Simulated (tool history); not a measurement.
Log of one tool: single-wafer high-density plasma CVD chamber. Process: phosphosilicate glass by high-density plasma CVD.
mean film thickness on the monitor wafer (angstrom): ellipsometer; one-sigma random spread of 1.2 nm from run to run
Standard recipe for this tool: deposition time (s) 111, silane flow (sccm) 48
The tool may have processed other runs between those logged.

run,day,deposition time (s),silane flow (sccm),wafers since the last listed run,hours since the silane flow controller was replaced,hours since the gauge calibration,"read-back reference wafer on the same gauge, thickness_nm",mean film thickness on the monitor wafer (angstrom)
1,0.000,111,48,0,3478.1,469.5,537.604,5362.72
2,1.025,111,48,217,3502.7,494.1,538.183,5332.17
3,1.833,111,48,171,3522.1,513.5,537.924,5359.24
4,3.154,111,48,280,3553.8,545.2,537.917,5374.59
5,4.317,111,48,246,3581.7,573.1,538.101,5355.86
6,5.783,111,48,311,3616.9,608.3,537.987,5366.89
7,6.929,111,48,242,3644.4,635.8,537.943,5353.93
8,7.992,111,43,225,3669.9,661.3,537.985,4798.22
9,8.721,111,43,154,3687.4,678.8,538.245,4822.78
10,9.675,111,43,202,3710.3,701.7,538.041,4839.78
11,11.058,124,48,293,3743.5,734.9,537.872,6029.47
12,12.058,111,48,212,3767.5,758.9,538.070,5379.30
13,13.267,111,48,256,3796.5,787.9,537.924,5382.03
14,13.896,111,48,133,3811.6,803.0,538.149,5407.68
15,15.375,111,48,313,3847.1,838.5,537.743,5396.98
# day 16.275: gauge calibrated
16,16.862,111,48,315,3882.8,14.1,537.969,5413.96
17,17.846,111,48,208,3906.4,37.7,538.210,5407.25
18,19.296,111,42,307,3941.2,72.5,538.077,4727.39
19,20.288,98,48,210,3965.0,96.3,538.296,4775.87
20,21.471,98,48,250,3993.4,124.7,538.022,4775.41
21,22.442,111,54,205,4016.7,148.0,538.310,6069.98

For run 22, what comes out?
22,23.558,111,48,236,4043.5,174.8,?,?

read-back reference wafer on the same gauge, thickness_nm: 538.087
mean film thickness on the monitor wafer (angstrom): 5415.67
With no hidden state in the tool, this same run would have given mean film thickness on the monitor wafer (angstrom) 5176.66.
